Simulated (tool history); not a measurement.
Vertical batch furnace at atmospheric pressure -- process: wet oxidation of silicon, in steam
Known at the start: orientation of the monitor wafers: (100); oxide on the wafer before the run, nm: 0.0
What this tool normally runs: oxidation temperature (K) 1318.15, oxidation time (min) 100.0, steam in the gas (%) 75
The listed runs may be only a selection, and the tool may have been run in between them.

| run | day | oxidation temperature (K) | oxidation time (min) | steam in the gas (%) | read-back reference wafer on the same gauge, thickness | oxide thickness on the monitor wafer (angstrom) |
|---|---|---|---|---|---|---|
| 1 | 0.000 | 1318.15 | 100.0 | 75 | 637.08 | 6202.4 |
| 2 | 0.600 | 1318.15 | 100.0 | 75 | 636.73 | 6198.1 |
| 3 | 1.121 | 1318.15 | 100.0 | 75 | 637.35 | 6202.7 |
| 4 | 2.192 | 1318.15 | 100.0 | 75 | 636.59 | 6183.4 |
| 5 | 2.679 | 1318.15 | 100.0 | 75 | 637.36 | 6172.9 |
| 6 | 3.146 | 1318.15 | 100.0 | 75 | 636.87 | 6166.4 |
| 7 | 3.542 | 1318.15 | 100.0 | 75 | 636.69 | 6181.2 |
| 8 | 4.462 | 1318.15 | 100.0 | 75 | 636.73 | 6184.4 |
| 9 | 5.342 | 1318.15 | 100.0 | 75 | 637.18 | 6181.5 |
| 10 | 5.762 | 1318.15 | 100.0 | 75 | 636.78 | 6201.5 |
| 11 | 6.433 | 1318.15 | 100.0 | 75 | 637.45 | 6192.1 |
| 12 | 7.196 | 1318.15 | 100.0 | 75 | 636.57 | 6188.8 |
| 13 | 8.262 | 1318.15 | 100.0 | 75 | 637.19 | 6170.0 |
| 14 | 9.275 | 1318.15 | 100.0 | 75 | 637.31 | 6192.9 |
| 15 | 9.767 | 1318.15 | 100.0 | 75 | 637.85 | 6171.5 |
| 16 | 11.892 | 1318.15 | 100.0 | 75 | 636.86 | 6181.3 |
| 17 | 12.638 | 1318.15 | 100.0 | 75 | 636.57 | 6170.1 |
| 18 | 13.133 | 1318.15 | 73.5 | 75 | 636.41 | 5107.3 |
| 19 | 14.033 | 1336.15 | 130.5 | 79 | 636.33 | 8097.3 |
| 20 | 15.896 | 1318.15 | 100.0 | 82 | 636.68 | 6497.2 |
| 21 | 16.154 | 1308.15 | 114.0 | 75 | 636.98 | 6329.6 |
| 22 | 17.162 | 1318.15 | 100.0 | 75 | 637.39 | 6449.6 |
| 23 | 17.417 | 1302.15 | 81.0 | 67 | 637.08 | 4883.1 |
| 24 | 17.671 | 1318.15 | 73.5 | 75 | 636.96 | 5384.4 |
| 25 | 18.421 | 1302.15 | 143.5 | 63 | 636.85 | 6652.7 |
| 26 | 18.904 | 1327.15 | 115.0 | 75 | 637.08 | 7333.4 |
| 27 | 19.488 | 1294.15 | 140.0 | 75 | 637.16 | 6996.1 |
| 28 | 20.242 | 1303.15 | 100.0 | 75 | 637.10 | 5943.0 |
| 29 | 21.246 | 1333.15 | 72.5 | 85 | 636.57 | 6175.5 |
| 30 | 22.046 | 1318.15 | 100.0 | 75 | 637.77 | 6396.9 |
| 31 | 22.962 | 1302.15 | 100.0 | 68 | 637.29 | 5519.1 |
| 32 | 23.625 | 1318.15 | 100.0 | 69 | 637.20 | 6076.1 |
| 33 | 24.038 | 1318.15 | 73.0 | 75 | 636.57 | 5263.3 |
| 34 | 24.717 | 1318.15 | 100.0 | 75 | 636.93 | 6379.4 |
| 35 | 25.546 | 1302.15 | 100.0 | 75 | 636.76 | 5871.1 |
| 36 | 25.967 | 1326.15 | 100.0 | 75 | 637.39 | 6627.9 |
| 37 | 26.338 | 1331.15 | 100.0 | 75 | 637.23 | 6785.5 |

Withheld: 3 entries from between the runs. Position of each, and hidden state at the listed run before versus the listed run after:
Run 13 -> run 14: gauge calibrated (day 8.871)
  steam share off its setpoint, % of the setpoint: -8.24 -> -8.27
  measured less the result without the state, oxide thickness on the monitor wafer (angstrom): -326.9 -> -329.5
Run 19 -> run 20: thermocouples replaced and temperature profile calibrated (day 15.875)
  steam share off its setpoint, % of the setpoint: -8.4 -> -8.44
  measured less the result without the state, oxide thickness on the monitor wafer (angstrom): -414.6 -> -350.7
Run 21 -> run 22: steam generator serviced (day 17.142)
  steam share off its setpoint, % of the setpoint: -8.44 -> -0.188
  measured less the result without the state, oxide thickness on the monitor wafer (angstrom): -347.6 -> -7.3

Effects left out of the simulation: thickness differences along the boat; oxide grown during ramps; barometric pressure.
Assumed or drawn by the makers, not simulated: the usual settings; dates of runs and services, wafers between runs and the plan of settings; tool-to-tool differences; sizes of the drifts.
